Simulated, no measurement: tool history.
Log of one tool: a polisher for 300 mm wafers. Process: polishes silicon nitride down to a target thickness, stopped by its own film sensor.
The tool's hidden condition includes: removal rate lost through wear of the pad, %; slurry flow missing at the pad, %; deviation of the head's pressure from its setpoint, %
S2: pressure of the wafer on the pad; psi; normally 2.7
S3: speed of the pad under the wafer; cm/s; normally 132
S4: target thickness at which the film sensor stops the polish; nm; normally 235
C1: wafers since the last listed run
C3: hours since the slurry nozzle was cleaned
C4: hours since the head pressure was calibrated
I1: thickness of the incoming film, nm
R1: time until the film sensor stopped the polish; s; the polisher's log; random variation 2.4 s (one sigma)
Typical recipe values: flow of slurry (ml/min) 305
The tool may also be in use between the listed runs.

Run 1, day 0: usual settings; C1 0; wafers polished on this pad 770; C3 7.6; C4 236.7; I1 459.9. Result: R1 131.3 s.
At day 0.767: worn pad replaced by a new one.
Run 2, day 0.788: usual settings but S3 166 cm/s; C1 172; wafers polished on this pad 5; C3 26.5; C4 255.6; I1 468.4. Result: R1 119.6 s.
Run 3, day 1.371: usual settings; C1 162; wafers polished on this pad 168; C3 40.5; C4 269.6; I1 458.7. Result: R1 134.7 s.
Run 4, day 2.708: usual settings; C1 371; wafers polished on this pad 539; C3 72.6; C4 301.7; I1 464.6. Result: R1 134.4 s.
Run 5, day 3.271: usual settings; C1 156; wafers polished on this pad 696; C3 86.1; C4 315.2; I1 461.6. Result: R1 134.1 s.
At day 4.296: worn pad replaced by a new one.
Run 6, day 4.317: usual settings; C1 244; wafers polished on this pad 6; C3 111.2; C4 340.3; I1 463. Result: R1 135.4 s.
Run 7, day 5.562: usual settings; C1 346; wafers polished on this pad 352; C3 141.1; C4 370.2; I1 459.8. Result: R1 133.7 s.
Run 8, day 6.421: usual settings; C1 238; wafers polished on this pad 591; C3 161.7; C4 390.8; I1 466.4. Result: R1 137.6 s.
At day 6.538: head pressure recalibrated.
At day 7.838: worn pad replaced by a new one.
Run 9, day 7.858: usual settings but flow of slurry (ml/min) 265; C1 330; wafers polished on this pad 5; C3 196.2; C4 31.7; I1 468.1. Result: R1 136.6 s.
Run 10, day 8.992: usual settings; C1 315; wafers polished on this pad 320; C3 223.4; C4 58.9; I1 455.2. Result: R1 127.8 s.
Run 11, day 9.838: usual settings but S2 1.9 psi, S4 182 nm; C1 235; wafers polished on this pad 556; C3 243.7; C4 79.2; I1 459. Result: R1 240.3 s.
At day 10.396: slurry nozzle cleaned.
At day 10.796: worn pad replaced by a new one.
Run 12, day 10.842: usual settings but flow of slurry (ml/min) 355, S2 2.1 psi, S3 108 cm/s, S4 274 nm; C1 221; wafers polished on this pad 13; C3 10.7; C4 103.3; I1 459.6. Result: R1 157.2 s.
Run 13, day 12.183: usual settings but flow of slurry (ml/min) 230, S2 3.4 psi; C1 372; wafers polished on this pad 386; C3 42.9; C4 135.5; I1 462.7. Result: R1 106.8 s.
Run 14, day 13.262: usual settings but S2 1.9 psi, S4 182 nm; C1 300; wafers polished on this pad 686; C3 68.8; C4 161.4; I1 461.1. Result: R1 228.6 s.
Run 15, day 14.083: usual settings but flow of slurry (ml/min) 230, S2 3.4 psi; C1 228; wafers polished on this pad 914; C3 88.5; C4 181.1; I1 462.8. Result: R1 110.6 s.
At day 14.675: worn pad replaced by a new one.
Run 16, day 15.754: usual settings but flow of slurry (ml/min) 385, S3 114 cm/s; C1 418; wafers polished on this pad 300; C3 128.6; C4 221.2; I1 466. Result: R1 144.1 s.

Here are 3 independent what-if runs from the current tool condition. What would each one return?
Run A, day 15.775: usual settings but S4 284 nm; C1 5; wafers polished on this pad 306; C3 129.1; C4 221.7; I1 457.2. Result: R1 ?.
Run B, day 15.775: usual settings but flow of slurry (ml/min) 240, S2 3.4 psi, S3 168 cm/s, S4 294 nm; C1 5; wafers polished on this pad 306; C3 129.1; C4 221.7; I1 457.2. Result: R1 ?.
Run C, day 15.775: usual settings but flow of slurry (ml/min) 260; C1 5; wafers polished on this pad 306; C3 129.1; C4 221.7; I1 457.2. Result: R1 ?.

run     R1
  A  101.4
  B   66.7
  C  131.6
Stripped of hidden state, with their random variation kept, the same runs would have yielded:
run     R1
  A  101.4
  B   66.7
  C  131.6
